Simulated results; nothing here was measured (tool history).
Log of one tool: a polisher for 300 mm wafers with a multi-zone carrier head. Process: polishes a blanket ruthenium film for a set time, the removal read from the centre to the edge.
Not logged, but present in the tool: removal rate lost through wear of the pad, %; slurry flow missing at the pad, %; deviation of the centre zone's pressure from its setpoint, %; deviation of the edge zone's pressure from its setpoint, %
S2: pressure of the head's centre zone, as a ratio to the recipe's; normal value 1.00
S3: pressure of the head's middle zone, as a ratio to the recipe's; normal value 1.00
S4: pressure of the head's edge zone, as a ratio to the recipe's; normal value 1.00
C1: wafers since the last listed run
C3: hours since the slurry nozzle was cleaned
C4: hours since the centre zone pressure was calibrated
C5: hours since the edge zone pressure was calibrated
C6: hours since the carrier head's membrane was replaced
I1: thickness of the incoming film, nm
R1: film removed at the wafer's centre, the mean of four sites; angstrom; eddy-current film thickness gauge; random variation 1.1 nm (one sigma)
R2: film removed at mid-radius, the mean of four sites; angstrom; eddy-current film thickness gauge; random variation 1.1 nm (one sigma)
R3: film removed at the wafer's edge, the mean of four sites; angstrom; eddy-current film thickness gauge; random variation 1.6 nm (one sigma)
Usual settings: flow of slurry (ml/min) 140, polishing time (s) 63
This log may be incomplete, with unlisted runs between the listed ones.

run 1 hour=0.0 | flow_of_slurry_(ml/min)=140 S2=1.00 S3=1.00 S4=1.04 polishing_time_(s)=70 | C1=0 wafers_polished_on_this_pad=561 C3=609.5 C4=440.8 C5=692.9 C6=2164.9 | I1=589.9 | R1=1248 R2=1209 R3=1286
run 2 hour=16.2 | flow_of_slurry_(ml/min)=140 S2=1.00 S3=1.00 S4=1.04 polishing_time_(s)=70 | C1=105 wafers_polished_on_this_pad=666 C3=625.7 C4=457.0 C5=709.1 C6=2181.1 | I1=597.8 | R1=1238 R2=1206 R3=1269
run 3 hour=31.3 | flow_of_slurry_(ml/min)=140 S2=1.00 S3=1.00 S4=1.00 polishing_time_(s)=63 | C1=98 wafers_polished_on_this_pad=764 C3=640.8 C4=472.1 C5=724.2 C6=2196.2 | I1=592.3 | R1=1112 R2=1061 R3=1160
run 4 hour=41.2 | flow_of_slurry_(ml/min)=140 S2=1.00 S3=1.00 S4=1.00 polishing_time_(s)=63 | C1=64 wafers_polished_on_this_pad=829 C3=650.7 C4=482.0 C5=734.1 C6=2206.1 | I1=587.9 | R1=1140 R2=1071 R3=1144
-- hour=48.6 worn pad replaced by a new one
run 5 hour=56.8 | flow_of_slurry_(ml/min)=140 S2=1.00 S3=1.00 S4=1.00 polishing_time_(s)=63 | C1=75 wafers_polished_on_this_pad=53 C3=666.3 C4=497.6 C5=749.7 C6=2221.7 | I1=583.6 | R1=1150 R2=1057 R3=1155
-- hour=71.9 carrier head's membrane replaced by a new one
run 6 hour=72.4 | flow_of_slurry_(ml/min)=90 S2=1.00 S3=0.88 S4=1.00 polishing_time_(s)=81 | C1=68 wafers_polished_on_this_pad=121 C3=681.9 C4=513.2 C5=765.3 C6=0.5 | I1=590.1 | R1=1163 R2=1061 R3=1331
run 7 hour=84.5 | flow_of_slurry_(ml/min)=140 S2=1.00 S3=1.00 S4=1.00 polishing_time_(s)=63 | C1=78 wafers_polished_on_this_pad=200 C3=694.0 C4=525.3 C5=777.4 C6=12.6 | I1=596.2 | R1=1122 R2=1066 R3=1136
-- hour=92.9 centre zone pressure recalibrated
-- hour=100.3 edge zone pressure recalibrated
run 8 hour=123.7 | flow_of_slurry_(ml/min)=140 S2=1.00 S3=0.96 S4=1.00 polishing_time_(s)=41 | C1=228 wafers_polished_on_this_pad=429 C3=733.2 C4=30.8 C5=23.4 C6=51.8 | I1=582.4 | R1=703 R2=677 R3=762
run 9 hour=134.1 | flow_of_slurry_(ml/min)=170 S2=1.00 S3=0.93 S4=1.00 polishing_time_(s)=63 | C1=67 wafers_polished_on_this_pad=496 C3=743.6 C4=41.2 C5=33.8 C6=62.2 | I1=594.7 | R1=1135 R2=1062 R3=1189
run 10 hour=149.7 | flow_of_slurry_(ml/min)=140 S2=1.00 S3=1.00 S4=1.07 polishing_time_(s)=63 | C1=101 wafers_polished_on_this_pad=597 C3=759.2 C4=56.8 C5=49.4 C6=77.8 | I1=597.3 | R1=1091 R2=1074 R3=1190
run 11 hour=164.1 | flow_of_slurry_(ml/min)=140 S2=1.00 S3=1.00 S4=1.00 polishing_time_(s)=63 | C1=93 wafers_polished_on_this_pad=691 C3=773.6 C4=71.2 C5=63.8 C6=92.2 | I1=586.2 | R1=1054 R2=1076 R3=1160
-- hour=171.9 slurry nozzle cleaned
-- hour=172.6 worn pad replaced by a new one
run 12 hour=173.1 | flow_of_slurry_(ml/min)=165 S2=1.00 S3=1.00 S4=1.00 polishing_time_(s)=63 | C1=47 wafers_polished_on_this_pad=3 C3=1.2 C4=80.2 C5=72.8 C6=101.2 | I1=593.4 | R1=1306 R2=1266 R3=1278
run 13 hour=198.4 | flow_of_slurry_(ml/min)=140 S2=0.94 S3=1.05 S4=1.00 polishing_time_(s)=54 | C1=164 wafers_polished_on_this_pad=167 C3=26.5 C4=105.5 C5=98.1 C6=126.5 | I1=594.2 | R1=1032 R2=1082 R3=1102
run 14 hour=208.8 | flow_of_slurry_(ml/min)=140 S2=1.12 S3=0.90 S4=1.06 polishing_time_(s)=82 | C1=67 wafers_polished_on_this_pad=235 C3=36.9 C4=115.9 C5=108.5 C6=136.9 | I1=599.5 | R1=1824 R2=1488 R3=1651
run 15 hour=223.3 | flow_of_slurry_(ml/min)=140 S2=0.89 S3=1.00 S4=1.11 polishing_time_(s)=63 | C1=94 wafers_polished_on_this_pad=329 C3=51.4 C4=130.4 C5=123.0 C6=151.4 | I1=588.3 | R1=1119 R2=1220 R3=1302
run 16 hour=234.0 | flow_of_slurry_(ml/min)=140 S2=1.00 S3=1.00 S4=1.00 polishing_time_(s)=63 | C1=69 wafers_polished_on_this_pad=398 C3=62.1 C4=141.1 C5=133.7 C6=162.1 | I1=597.3 | R1=1229 R2=1208 R3=1237
run 17 hour=250.7 | flow_of_slurry_(ml/min)=140 S2=1.04 S3=0.90 S4=0.95 polishing_time_(s)=63 | C1=108 wafers_polished_on_this_pad=507 C3=78.8 C4=157.8 C5=150.4 C6=178.8 | I1=596.1 | R1=1302 R2=1110 R3=1203

Forecast run 18:
run 18 hour=265.3 | flow_of_slurry_(ml/min)=95 S2=1.00 S3=1.00 S4=1.00 polishing_time_(s)=70 | C1=94 wafers_polished_on_this_pad=602 C3=93.4 C4=172.4 C5=165.0 C6=193.4 | I1=589.2 | R1=? R2=? R3=?

R1: 1232 angstrom
R2: 1212 angstrom
R3: 1296 angstrom
The same run, on a tool lacking any hidden state, would have yielded R1 1256 angstrom, R2 1269 angstrom, R3 1335 angstrom.
